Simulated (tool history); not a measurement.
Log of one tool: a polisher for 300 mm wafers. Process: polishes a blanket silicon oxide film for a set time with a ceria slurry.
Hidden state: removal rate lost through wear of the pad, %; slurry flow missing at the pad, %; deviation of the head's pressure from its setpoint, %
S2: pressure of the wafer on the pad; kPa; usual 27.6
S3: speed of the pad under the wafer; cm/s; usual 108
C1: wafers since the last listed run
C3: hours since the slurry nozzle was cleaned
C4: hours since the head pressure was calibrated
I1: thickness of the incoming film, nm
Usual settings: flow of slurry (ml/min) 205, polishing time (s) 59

Run 1, hour 0.0: usual settings but S3 136 cm/s, polishing time (s) 52; C1 0; wafers polished on this pad 582; C3 132.8; C4 316.3; I1 1868.5. Result: film removed (angstrom) 4499.
Run 2, hour 17.3: usual settings; C1 134; wafers polished on this pad 716; C3 150.1; C4 333.6; I1 1851.8. Result: film removed (angstrom) 4273.
At hour 67.5: worn pad replaced by a new one.
Run 3, hour 68.0: usual settings; C1 362; wafers polished on this pad 3; C3 200.8; C4 384.3; I1 1884.1. Result: film removed (angstrom) 4249.
Run 4, hour 82.5: usual settings; C1 112; wafers polished on this pad 116; C3 215.3; C4 398.8; I1 1884.6. Result: film removed (angstrom) 4193.
Run 5, hour 91.3: usual settings; C1 68; wafers polished on this pad 184; C3 224.1; C4 407.6; I1 1882.8. Result: film removed (angstrom) 4289.
Run 6, hour 105.7: usual settings; C1 111; wafers polished on this pad 296; C3 238.5; C4 422.0; I1 1892.7. Result: film removed (angstrom) 4265.
Run 7, hour 113.4: usual settings but S3 118 cm/s; C1 59; wafers polished on this pad 355; C3 246.2; C4 429.7; I1 1880.7. Result: film removed (angstrom) 4545.
At hour 123.6: slurry nozzle cleaned.
Run 8, hour 124.1: usual settings but S2 35.2 kPa; C1 75; wafers polished on this pad 431; C3 0.5; C4 440.4; I1 1892.0. Result: film removed (angstrom) 5028.
Run 9, hour 138.7: usual settings; C1 113; wafers polished on this pad 544; C3 15.1; C4 455.0; I1 1895.6. Result: film removed (angstrom) 4244.
Run 10, hour 150.5: usual settings; C1 91; wafers polished on this pad 636; C3 26.9; C4 466.8; I1 1874.0. Result: film removed (angstrom) 4135.
Run 11, hour 165.6: usual settings but S2 20.0 kPa; C1 117; wafers polished on this pad 753; C3 42.0; C4 481.9; I1 1859.8. Result: film removed (angstrom) 3509.
Run 12, hour 178.6: usual settings; C1 100; wafers polished on this pad 854; C3 55.0; C4 494.9; I1 1858.3. Result: film removed (angstrom) 4321.
Run 13, hour 185.5: usual settings; C1 53; wafers polished on this pad 907; C3 61.9; C4 501.8; I1 1894.7. Result: film removed (angstrom) 4189.
At hour 197.7: worn pad replaced by a new one.
Run 14, hour 198.2: usual settings; C1 67; wafers polished on this pad 3; C3 74.6; C4 514.5; I1 1850.7. Result: film removed (angstrom) 4240.
Run 15, hour 203.8: usual settings but S2 31.0 kPa; C1 43; wafers polished on this pad 47; C3 80.2; C4 520.1; I1 1867.6. Result: film removed (angstrom) 4564.
Run 16, hour 220.3: usual settings; C1 128; wafers polished on this pad 175; C3 96.7; C4 536.6; I1 1902.9. Result: film removed (angstrom) 4195.
Run 17, hour 228.3: usual settings; C1 62; wafers polished on this pad 237; C3 104.7; C4 544.6; I1 1895.0. Result: film removed (angstrom) 4248.
Run 18, hour 234.8: usual settings; C1 50; wafers polished on this pad 287; C3 111.2; C4 551.1; I1 1866.9. Result: film removed (angstrom) 4175.
Run 19, hour 245.3: usual settings; C1 81; wafers polished on this pad 369; C3 121.7; C4 561.6; I1 1865.4. Result: film removed (angstrom) 4264.
Run 20, hour 253.0: usual settings; C1 59; wafers polished on this pad 428; C3 129.4; C4 569.3; I1 1904.8. Result: film removed (angstrom) 4266.
At hour 270.2: head pressure recalibrated.
Run 21, hour 270.7: usual settings but flow of slurry (ml/min) 170, S3 124 cm/s; C1 121; wafers polished on this pad 550; C3 147.1; C4 0.5; I1 1878.1. Result: film removed (angstrom) 4281.
Run 22, hour 275.1: usual settings but S3 138 cm/s, polishing time (s) 52; C1 34; wafers polished on this pad 584; C3 151.5; C4 4.9; I1 1847.3. Result: film removed (angstrom) 4251.
Run 23, hour 287.2: usual settings but flow of slurry (ml/min) 270, S2 22.8 kPa, S3 142 cm/s, polishing time (s) 53; C1 93; wafers polished on this pad 678; C3 163.6; C4 17.0; I1 1871.2. Result: film removed (angstrom) 4105.
Run 24, hour 296.4: usual settings but flow of slurry (ml/min) 260, S2 19.3 kPa, polishing time (s) 68; C1 71; wafers polished on this pad 749; C3 172.8; C4 26.2; I1 1852.3. Result: film removed (angstrom) 3827.
Run 25, hour 306.0: usual settings; C1 74; wafers polished on this pad 824; C3 182.4; C4 35.8; I1 1884.5. Result: film removed (angstrom) 4015.
Run 26, hour 317.5: usual settings but flow of slurry (ml/min) 250, S3 78 cm/s, polishing time (s) 79; C1 89; wafers polished on this pad 913; C3 193.9; C4 47.3; I1 1855.3. Result: film removed (angstrom) 4364.
Run 27, hour 324.1: usual settings; C1 51; wafers polished on this pad 964; C3 200.5; C4 53.9; I1 1912.8. Result: film removed (angstrom) 3975.
Run 28, hour 334.2: usual settings but S2 34.5 kPa, polishing time (s) 45; C1 78; wafers polished on this pad 1043; C3 210.6; C4 64.0; I1 1857.9. Result: film removed (angstrom) 3535.
At hour 340.3: worn pad replaced by a new one.
Run 29, hour 344.2: usual settings but flow of slurry (ml/min) 155, S2 33.1 kPa; C1 46; wafers polished on this pad 30; C3 220.6; C4 74.0; I1 1852.6. Result: film removed (angstrom) 4348.
Run 30, hour 352.6: usual settings but S2 31.0 kPa, S3 82 cm/s, polishing time (s) 65; C1 65; wafers polished on this pad 95; C3 229.0; C4 82.4; I1 1870.2. Result: film removed (angstrom) 3908.
Run 31, hour 362.7: usual settings; C1 78; wafers polished on this pad 174; C3 239.1; C4 92.5; I1 1901.6. Result: film removed (angstrom) 4070.
Run 32, hour 369.3: usual settings but flow of slurry (ml/min) 240, S2 22.8 kPa, S3 132 cm/s, polishing time (s) 49; C1 51; wafers polished on this pad 225; C3 245.7; C4 99.1; I1 1870.8. Result: film removed (angstrom) 3486.
Run 33, hour 376.6: usual settings but flow of slurry (ml/min) 265, S2 34.5 kPa, S3 90 cm/s, polishing time (s) 51; C1 56; wafers polished on this pad 281; C3 253.0; C4 106.4; I1 1868.3. Result: film removed (angstrom) 3696.
At hour 381.5: slurry nozzle cleaned.
Run 34, hour 392.8: usual settings but flow of slurry (ml/min) 155; C1 117; wafers polished on this pad 399; C3 11.3; C4 122.6; I1 1881.8. Result: film removed (angstrom) 3874.

Some steps in film removed (angstrom) between neighbouring runs. How much of each would the tool show without its hidden state too (settings, what came in, random variation), and how much is left for the hidden state, with any gauge scatter that isn't in both results?
Run 8 -> 9: S2 35.2 -> 27.6. film removed (angstrom) -784: hidden state -55, all else -729.
Run 11 -> 12: S2 20.0 -> 27.6. film removed (angstrom) +812: hidden state +63, all else +749.
Run 20 -> 21: flow of slurry (ml/min) 205 -> 170, S3 108 -> 124, head pressure recalibrated. film removed (angstrom) +15: hidden state -326, all else +341.
Run 28 -> 29: flow of slurry (ml/min) 205 -> 155, S2 34.5 -> 33.1, polishing time (s) 45 -> 59, worn pad replaced by a new one. film removed (angstrom) +813: hidden state +28, all else +785.
